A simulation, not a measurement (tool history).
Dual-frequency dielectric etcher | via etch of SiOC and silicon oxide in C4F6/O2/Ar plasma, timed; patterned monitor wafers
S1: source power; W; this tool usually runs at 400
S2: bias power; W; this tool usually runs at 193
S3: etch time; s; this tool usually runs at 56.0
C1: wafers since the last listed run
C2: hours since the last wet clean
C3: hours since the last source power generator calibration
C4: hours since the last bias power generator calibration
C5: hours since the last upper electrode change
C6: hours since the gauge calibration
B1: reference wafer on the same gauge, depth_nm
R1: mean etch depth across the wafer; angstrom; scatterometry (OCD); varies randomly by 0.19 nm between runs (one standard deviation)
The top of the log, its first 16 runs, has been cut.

run,day,S1,S2,S3,C1,C2,C3,C4,C5,C6,B1,R1
# day 37.675: gauge calibrated
17,40.500,350,193,56.0,574,117.3,106.4,528.4,913.4,67.8,61.0,707
18,43.354,360,160,63.5,549,185.8,174.9,596.9,981.9,136.3,61.0,763
19,45.708,330,235,56.0,453,242.3,231.4,653.4,1038.4,192.8,61.0,743
20,47.504,440,193,56.0,345,285.4,274.5,696.5,1081.5,235.9,61.0,756
21,49.862,430,237,70.5,454,342.0,331.1,753.1,1138.1,292.5,60.9,1010
22,51.479,400,193,56.0,311,380.8,369.9,791.9,1176.9,331.3,61.0,738
23,52.892,360,193,71.0,272,414.7,403.8,825.8,1210.8,365.2,61.0,905
24,54.600,400,193,56.0,329,455.7,444.8,866.8,1251.8,406.2,61.0,735
25,55.608,400,193,56.0,194,479.9,469.0,891.0,1276.0,430.4,61.0,734
# day 56.721: wet clean of the chamber
26,58.438,490,163,73.0,352,41.2,536.9,958.9,1343.9,498.3,61.0,963
27,59.704,400,193,66.5,244,71.6,567.3,989.3,1374.3,528.7,61.0,875
28,62.304,480,163,73.0,500,134.0,629.7,1051.7,1436.7,591.1,61.0,958
29,63.596,490,212,65.0,248,165.0,660.7,1082.7,1467.7,622.1,61.0,934
30,66.225,370,193,40.0,506,228.1,723.8,1145.8,1530.8,685.2,61.0,515
31,68.846,400,225,56.0,504,291.0,786.7,1208.7,1593.7,748.1,61.0,775

Forecast each of these 3 alternatives for the next run:
A,68.862,400,193,56.0,3,291.4,787.1,1209.1,1594.1,748.5,?,?
B,68.862,400,193,47.5,3,291.4,787.1,1209.1,1594.1,748.5,?,?
C,68.862,370,193,51.0,3,291.4,787.1,1209.1,1594.1,748.5,?,?

run,B1,R1
A,61.0,733
B,61.0,622
C,61.0,653
Stripped of hidden state, with their random variation kept, the same runs would have yielded:
run,R1
A,733
B,622
C,653

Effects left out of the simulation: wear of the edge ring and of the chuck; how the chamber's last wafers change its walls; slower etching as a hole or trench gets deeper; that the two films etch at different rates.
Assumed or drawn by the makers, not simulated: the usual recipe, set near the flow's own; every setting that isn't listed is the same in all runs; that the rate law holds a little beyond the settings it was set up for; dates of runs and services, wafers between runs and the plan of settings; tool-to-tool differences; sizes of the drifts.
